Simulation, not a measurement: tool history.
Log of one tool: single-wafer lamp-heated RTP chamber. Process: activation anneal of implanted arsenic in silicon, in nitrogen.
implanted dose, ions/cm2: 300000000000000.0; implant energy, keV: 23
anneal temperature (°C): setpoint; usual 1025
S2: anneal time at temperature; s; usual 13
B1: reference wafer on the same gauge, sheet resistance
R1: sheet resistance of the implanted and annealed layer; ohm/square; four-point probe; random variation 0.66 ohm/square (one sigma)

{"run": 1, "day": 0.0, "anneal temperature (°C)": 1025, "S2": 16, "B1": 296.03, "R1": 289.08}
{"run": 2, "day": 4.388, "anneal temperature (°C)": 1025, "S2": 13, "B1": 295.97, "R1": 290.06}
{"run": 3, "day": 7.408, "anneal temperature (°C)": 1025, "S2": 13, "B1": 296.03, "R1": 290.42}
{"run": 4, "day": 9.096, "anneal temperature (°C)": 1025, "S2": 13, "B1": 295.76, "R1": 289.43}
{"day": 10.575, "done": "pyrometer window cleaned and pyrometer calibrated"}
{"run": 5, "day": 12.638, "anneal temperature (°C)": 1025, "S2": 13, "B1": 295.52, "R1": 289.77}
{"run": 6, "day": 16.85, "anneal temperature (°C)": 1025, "S2": 13, "B1": 295.53, "R1": 290.7}
{"run": 7, "day": 19.279, "anneal temperature (°C)": 1025, "S2": 13, "B1": 295.33, "R1": 289.66}
{"day": 23.367, "done": "gauge calibrated"}
{"day": 25.875, "done": "reflector plate cleaned"}
{"run": 8, "day": 31.462, "anneal temperature (°C)": 1025, "S2": 13, "B1": 302.18, "R1": 296.07}
{"run": 9, "day": 33.683, "anneal temperature (°C)": 1025, "S2": 13, "B1": 301.49, "R1": 295.66}
{"run": 10, "day": 35.604, "anneal temperature (°C)": 1025, "S2": 13, "B1": 301.27, "R1": 295.63}
{"run": 11, "day": 39.542, "anneal temperature (°C)": 1037, "S2": 8, "B1": 300.59, "R1": 294.73}
{"run": 12, "day": 43.442, "anneal temperature (°C)": 1039, "S2": 17, "B1": 299.81, "R1": 291.66}
{"day": 44.779, "done": "pyrometer window cleaned and pyrometer calibrated"}
{"run": 13, "day": 46.242, "anneal temperature (°C)": 1025, "S2": 8, "B1": 299.51, "R1": 295.27}
{"day": 47.892, "done": "reflector plate cleaned"}
{"run": 14, "day": 47.912, "anneal temperature (°C)": 1025, "S2": 13, "B1": 299.3, "R1": 294.29}
{"run": 15, "day": 51.429, "anneal temperature (°C)": 1025, "S2": 13, "B1": 298.82, "R1": 294.47}
{"run": 16, "day": 53.912, "anneal temperature (°C)": 1051, "S2": 18, "B1": 298.45, "R1": 290}
{"run": 17, "day": 56.796, "anneal temperature (°C)": 1042, "S2": 8, "B1": 298.47, "R1": 293.45}
{"run": 18, "day": 60.567, "anneal temperature (°C)": 1016, "S2": 5, "B1": 297.83, "R1": 296.74}
{"run": 19, "day": 63.925, "anneal temperature (°C)": 1044, "S2": 9, "B1": 298.2, "R1": 291.7}
{"run": 20, "day": 65.55, "anneal temperature (°C)": 1047, "S2": 7, "B1": 297.57, "R1": 292.43}
{"day": 68.429, "done": "reflector plate cleaned"}
{"run": 21, "day": 68.821, "anneal temperature (°C)": 1025, "S2": 13, "B1": 297.78, "R1": 293.46}

4 ways to go on from here, each from the tool as it stands after run 21. What would each give?
{"run": "A", "day": 68.838, "anneal temperature (°C)": 1025, "S2": 13, "B1": "?", "R1": "?"}
{"run": "B", "day": 68.838, "anneal temperature (°C)": 996, "S2": 10, "B1": "?", "R1": "?"}
{"run": "C", "day": 68.838, "anneal temperature (°C)": 1045, "S2": 19, "B1": "?", "R1": "?"}
{"run": "D", "day": 68.838, "anneal temperature (°C)": 1052, "S2": 15, "B1": "?", "R1": "?"}

run=A B1=297.76 R1=291.4
run=B B1=297.76 R1=294.8
run=C B1=297.76 R1=287.28
run=D B1=297.76 R1=287.73
Without the tool's hidden state the same runs would have given:
run=A R1=297.71
run=B R1=301.19
run=C R1=293.5
run=D R1=293.97
